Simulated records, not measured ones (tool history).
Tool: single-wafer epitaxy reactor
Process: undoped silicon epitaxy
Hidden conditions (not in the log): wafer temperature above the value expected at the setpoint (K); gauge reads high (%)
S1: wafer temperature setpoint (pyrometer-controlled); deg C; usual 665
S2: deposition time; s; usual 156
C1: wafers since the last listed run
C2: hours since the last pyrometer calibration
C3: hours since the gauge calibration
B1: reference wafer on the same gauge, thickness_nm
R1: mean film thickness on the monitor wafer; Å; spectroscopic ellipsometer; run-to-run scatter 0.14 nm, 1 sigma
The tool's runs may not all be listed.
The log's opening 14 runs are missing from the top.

| run | day | S1 | S2 | C1 | C2 | C3 | B1 | R1 |
|---|---|---|---|---|---|---|---|---|
| 15 | 12.838 | 665 | 135 | 278 | 2057.6 | 471.2 | 31.803 | 299.7 |
| 16 | 13.708 | 665 | 135 | 187 | 2078.5 | 492.1 | 31.795 | 301.04 |
| 17 | 14.929 | 665 | 156 | 262 | 2107.8 | 521.4 | 31.797 | 345.06 |
| 18 | 15.712 | 665 | 156 | 168 | 2126.6 | 540.2 | 31.809 | 344.49 |
|  | 16.308 | pyrometer calibrated |
| 19 | 16.938 | 665 | 156 | 191 | 15.1 | 569.6 | 31.806 | 377.61 |
| 20 | 19.725 | 665 | 156 | 599 | 82 | 636.5 | 31.795 | 371.51 |
| 21 | 20.496 | 665 | 156 | 165 | 100.5 | 655 | 31.825 | 374.17 |
| 22 | 21.433 | 665 | 156 | 201 | 123 | 677.5 | 31.793 | 375.83 |
| 23 | 22.625 | 679 | 128 | 256 | 151.6 | 706.1 | 31.789 | 393.06 |
| 24 | 23.354 | 655 | 129 | 156 | 169.1 | 723.6 | 31.768 | 256.54 |
| 25 | 24.692 | 674 | 185 | 287 | 201.2 | 755.7 | 31.8 | 520.92 |
| 26 | 25.933 | 660 | 169 | 266 | 231 | 785.5 | 31.825 | 366.15 |
| 27 | 27.325 | 671 | 168 | 299 | 264.4 | 818.9 | 31.799 | 448.11 |
| 28 | 28.667 | 654 | 171 | 288 | 296.6 | 851.1 | 31.817 | 330.98 |
| 29 | 30.875 | 665 | 146 | 474 | 349.6 | 904.1 | 31.803 | 345.3 |
|  | 31.812 | gauge calibrated |
| 30 | 32.325 | 674 | 176 | 311 | 384.4 | 12.3 | 31.786 | 493.48 |
| 31 | 33.346 | 665 | 130 | 219 | 408.9 | 36.8 | 31.792 | 308.58 |

Run 32 has not been measured yet. What should we expect?
| 32 | 36.671 | 653 | 171 | 714 | 488.7 | 116.6 | ? | ? |

{"run 32": {"B1": 31.795, "R1": 324.05}}
Were there no unlogged condition in the tool, this run, its random variation unchanged, would have produced R1 331.76 Å.
